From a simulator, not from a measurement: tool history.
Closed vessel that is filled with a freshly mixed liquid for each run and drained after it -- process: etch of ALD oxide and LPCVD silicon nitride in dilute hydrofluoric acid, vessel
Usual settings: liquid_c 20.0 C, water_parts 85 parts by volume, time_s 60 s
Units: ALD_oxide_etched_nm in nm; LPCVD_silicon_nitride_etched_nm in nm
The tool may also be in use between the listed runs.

run	hour	liquid_c	water_parts	time_s	read-back film thickness of the ALD oxide reference wafer, read on the same gauge (nm)	read-back film thickness of the LPCVD silicon nitride reference wafer, read on the same gauge (nm)	ALD_oxide_etched_nm	LPCVD_silicon_nitride_etched_nm
1	0.0	20.0	85	60	39.99	89.987	15.02	0.332
2	25.0	20.0	85	60	39.99	90.006	15.07	0.365
3	57.6	20.0	85	60	39.99	90.010	15.21	0.266
4	75.0	18.0	85	60	40.00	90.014	13.90	0.346
5	95.9	18.0	85	60	39.98	90.018	13.98	0.238
6	111.5	18.0	85	60	39.99	89.985	14.01	0.282
7	133.2	20.0	55	60	40.00	90.009	24.21	0.410
8	160.2	20.0	55	60	40.00	89.993	24.35	0.476
# hour 172.4: thermometer replaced
9	176.4	20.0	85	40	39.98	90.003	9.61	0.181
10	192.2	20.0	85	40	40.04	89.997	9.59	0.248
11	269.2	20.0	85	40	40.02	90.006	9.66	0.203
12	283.7	20.0	85	60	40.02	89.994	14.56	0.295
# hour 305.0: hydrofluoric acid flow meter replaced
13	312.3	24.0	110	30	39.96	89.987	6.13	0.156
14	347.6	20.0	115	75	39.99	90.008	12.54	0.289
# hour 354.4: gauge calibrated
15	373.5	25.0	85	75	40.02	89.988	21.63	0.575
16	395.3	18.5	75	75	40.00	90.004	19.05	0.359
17	407.4	20.0	85	85	40.04	90.009	20.11	0.379
18	437.7	20.0	85	60	39.98	89.976	14.25	0.261
19	452.0	23.0	115	70	40.01	90.017	13.40	0.320
20	469.8	24.5	100	30	40.00	90.018	7.13	0.176
21	489.3	20.0	115	35	40.02	90.002	5.94	0.117
22	501.5	21.5	120	30	40.00	89.991	5.16	0.125
23	578.6	17.0	60	60	39.99	89.971	18.44	0.373
24	608.3	20.0	105	60	40.00	89.995	11.29	0.289
25	623.8	20.0	85	60	39.99	90.000	14.36	0.289
26	651.8	20.0	85	60	39.99	89.989	14.41	0.270

What would each run have given without the hidden state, its run-to-run variation left as it was?
Hidden state at play: liquid hotter than its thermometer reads (K); hydrofluoric acid flow above the setpoint (%); gauge reads high (%).
run	ALD_oxide_etched_nm	LPCVD_silicon_nitride_etched_nm
1	13.71	0.293
2	13.72	0.322
3	13.81	0.234
4	12.60	0.303
5	12.65	0.208
6	12.66	0.246
7	21.86	0.357
8	21.93	0.413
9	9.12	0.171
10	9.09	0.235
11	9.10	0.190
12	13.70	0.276
13	5.99	0.151
14	12.20	0.278
15	21.01	0.553
16	18.45	0.344
17	19.46	0.362
18	13.76	0.249
19	12.93	0.305
20	6.87	0.167
21	5.71	0.111
22	4.96	0.118
23	17.59	0.350
24	10.76	0.271
25	13.66	0.271
26	13.67	0.251
